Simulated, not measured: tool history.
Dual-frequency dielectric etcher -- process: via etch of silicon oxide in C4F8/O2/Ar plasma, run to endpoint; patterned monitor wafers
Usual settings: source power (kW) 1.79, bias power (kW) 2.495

run,hour,source power (kW),bias power (kW),wafers since the last listed run,hours since the last wet clean,hours since the last source power generator calibration,hours since the last bias power generator calibration,hours since the last upper electrode change,"incoming incoming film thickness, nm",endpoint time (s)
1,0,1.79,2.156,0,68.7,1322,1126.5,3118.7,1192.8,224
2,25.3,1.79,2.156,111,94,1347.3,1151.8,3144,1200.7,226
3,95.1,1.79,2.156,308,163.8,1417.1,1221.6,3213.8,1184.6,217.7
4,137.2,1.79,2.495,186,205.9,1459.2,1263.7,3255.9,1199.1,215
5,200.2,1.79,2.495,278,268.9,1522.2,1326.7,3318.9,1176.1,212.2
6,248.1,1.79,2.495,211,316.8,1570.1,1374.6,3366.8,1187.4,210.2
7,310.5,2.06,2.495,275,379.2,1632.5,1437,3429.2,1186.7,201.1
8,340.7,2.06,2.495,133,409.4,1662.7,1467.2,3459.4,1194.9,203.2
9,375.1,1.79,2.495,152,443.8,1697.1,1501.6,3493.8,1182.8,208.5
10,444.2,1.79,2.141,305,512.9,1766.2,1570.7,3562.9,1173.8,213.8
# hour 486.3: wet clean of the chamber
11,514.9,1.79,2.141,206,28.6,1836.9,1641.4,3633.6,1193.1,209.8
12,556.6,1.79,2.141,184,70.3,1878.6,1683.1,3675.3,1195.2,211.1
13,593.2,1.79,2.495,161,106.9,1915.2,1719.7,3711.9,1192.3,207
# hour 641: bias power generator calibrated
14,659.6,1.79,2.495,275,173.3,1981.6,18.6,3778.3,1200.4,203.1
15,692.4,1.79,2.495,144,206.1,2014.4,51.4,3811.1,1186.1,204.6
# hour 720: upper electrode replaced
16,721.9,1.79,2.156,24,235.6,2043.9,80.9,1.9,1192.7,214.5
# hour 803.5: wet clean of the chamber, repeated, since the last time left the tool worse
17,806.1,1.93,1.966,266,2.6,2128.1,165.1,86.1,1175.3,221.6
18,860.8,1.64,2.107,241,57.3,2182.8,219.8,140.8,1198.6,233.1
19,892.1,1.79,2.495,138,88.6,2214.1,251.1,172.1,1182.8,213.6
20,924.8,1.39,2.495,144,121.3,2246.8,283.8,204.8,1184.8,228
21,967.9,1.65,2.97,190,164.4,2289.9,326.9,247.9,1201.2,213.7
22,1017.7,1.66,2.273,220,214.2,2339.7,376.7,297.7,1192.1,224.8
23,1058.7,1.79,3.06,181,255.2,2380.7,417.7,338.7,1197.4,203.5
# hour 1073.6: source power generator calibrated
24,1128,1.79,3.076,288,324.5,54.4,487,408,1192.8,203.1
# hour 1246.4: wet clean of the chamber
25,1295,2.02,1.981,632,48.6,221.4,654,575,1198.6,221.6
26,1338.9,1.56,2.495,194,92.5,265.3,697.9,618.9,1189.6,225.2
27,1383.5,2.02,2.001,197,137.1,309.9,742.5,663.5,1175.9,214.6
28,1431.9,1.56,2.495,213,185.5,358.3,790.9,711.9,1197.7,224.5
29,1502.1,1.79,2.657,310,255.7,428.5,861.1,782.1,1213.9,212.5

5 ways to go on from here, each from the tool as it stands after run 29. What would each give?
A,1502.6,1.79,2.495,2,256.2,429,861.6,782.6,1211,?
B,1502.6,1.67,2.708,2,256.2,429,861.6,782.6,1211,?
C,1502.6,2.21,2.188,2,256.2,429,861.6,782.6,1211,?
D,1502.6,2.19,3.046,2,256.2,429,861.6,782.6,1211,?
E,1502.6,2.12,2.191,2,256.2,429,861.6,782.6,1211,?

run,endpoint time (s)
A,217.1
B,217.3
C,209.8
D,194.7
E,212.5
What these runs would have given with no unlogged condition in the tool:
run,endpoint time (s)
A,220.9
B,221.1
C,213.4
D,198.1
E,216.1
